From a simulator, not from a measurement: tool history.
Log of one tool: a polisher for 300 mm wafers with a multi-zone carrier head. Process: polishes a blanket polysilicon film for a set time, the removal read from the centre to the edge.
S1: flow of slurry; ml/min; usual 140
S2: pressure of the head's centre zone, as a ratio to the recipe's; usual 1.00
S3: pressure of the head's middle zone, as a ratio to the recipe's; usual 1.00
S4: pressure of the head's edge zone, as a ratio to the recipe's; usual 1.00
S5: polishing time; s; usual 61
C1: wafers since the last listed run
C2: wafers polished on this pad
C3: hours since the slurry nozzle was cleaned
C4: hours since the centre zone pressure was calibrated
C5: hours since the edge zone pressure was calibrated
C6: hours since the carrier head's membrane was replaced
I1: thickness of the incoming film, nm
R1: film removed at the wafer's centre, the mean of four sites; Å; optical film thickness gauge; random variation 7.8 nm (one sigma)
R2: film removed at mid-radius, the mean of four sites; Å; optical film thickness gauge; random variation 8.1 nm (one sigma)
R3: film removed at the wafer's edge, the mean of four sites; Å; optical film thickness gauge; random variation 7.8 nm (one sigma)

run,hour,S1,S2,S3,S4,S5,C1,C2,C3,C4,C5,C6,I1,R1,R2,R3
1,0.0,140,1.00,1.00,1.00,61,0,704,204.9,1068.3,794.0,965.0,1841.7,5338,5098,5385
2,15.9,140,1.00,1.00,1.00,61,163,868,220.8,1084.2,809.9,980.9,1912.2,5391,5127,5047
# hour 29.7: worn pad replaced by a new one
3,44.6,140,1.00,1.00,1.00,61,254,154,249.5,1112.9,838.6,1009.6,1855.2,5682,5533,5637
4,64.5,175,1.00,1.00,1.00,61,205,359,269.4,1132.8,858.5,1029.5,1889.3,6018,5716,5757
5,87.0,175,1.00,1.00,1.00,61,231,590,291.9,1155.3,881.0,1052.0,1864.5,5851,5490,5560
# hour 90.8: edge zone pressure recalibrated
6,99.4,140,1.00,1.00,1.00,61,107,698,304.3,1167.7,8.6,1064.4,1853.2,5549,5292,5293
# hour 126.0: carrier head's membrane replaced by a new one
7,126.5,140,1.00,1.00,1.00,61,227,925,331.4,1194.8,35.7,0.5,1891.1,5350,5136,5106
# hour 132.7: worn pad replaced by a new one
8,140.5,90,1.00,0.88,1.06,61,103,80,345.4,1208.8,49.7,14.5,1871.4,4384,3749,4723
9,172.6,185,1.00,1.00,0.88,61,330,411,377.5,1240.9,81.8,46.6,1893.1,5270,4967,4613
# hour 177.9: slurry nozzle cleaned
# hour 178.7: worn pad replaced by a new one, repeated, since the last time left the tool worse
10,189.7,140,1.00,1.00,1.00,61,157,113,11.8,1258.0,98.9,63.7,1891.9,5918,5500,5496
# hour 201.0: centre zone pressure recalibrated
11,223.5,175,1.00,1.00,1.00,61,327,441,45.6,22.5,132.7,97.5,1871.5,6062,5699,5541
12,256.9,140,0.90,1.00,1.00,61,344,785,79.0,55.9,166.1,130.9,1895.4,4967,5205,5253
13,270.4,190,1.00,0.88,1.00,44,139,924,92.5,69.4,179.6,144.4,1900.4,4050,3475,3798
# hour 278.5: worn pad replaced by a new one
14,283.1,120,1.05,1.00,1.00,61,89,47,105.2,82.1,192.3,157.1,1845.8,5719,5444,5426

The tool's hidden state at each run:
slurry flow missing at the pad, %: 0 in every run
deviation of the centre zone's pressure from its setpoint, %: 0 in every run
deviation of the edge zone's pressure from its setpoint, %: 0 in every run
H1: removal rate lost through wear of the pad, %
run,H1
1,5.34
2,7.28
3,0.816
4,1.61
5,3.27
6,4.53
7,8.14
8,14
9,15.2
10,0.91
11,2.42
12,5.71
13,7.54
14,0.702

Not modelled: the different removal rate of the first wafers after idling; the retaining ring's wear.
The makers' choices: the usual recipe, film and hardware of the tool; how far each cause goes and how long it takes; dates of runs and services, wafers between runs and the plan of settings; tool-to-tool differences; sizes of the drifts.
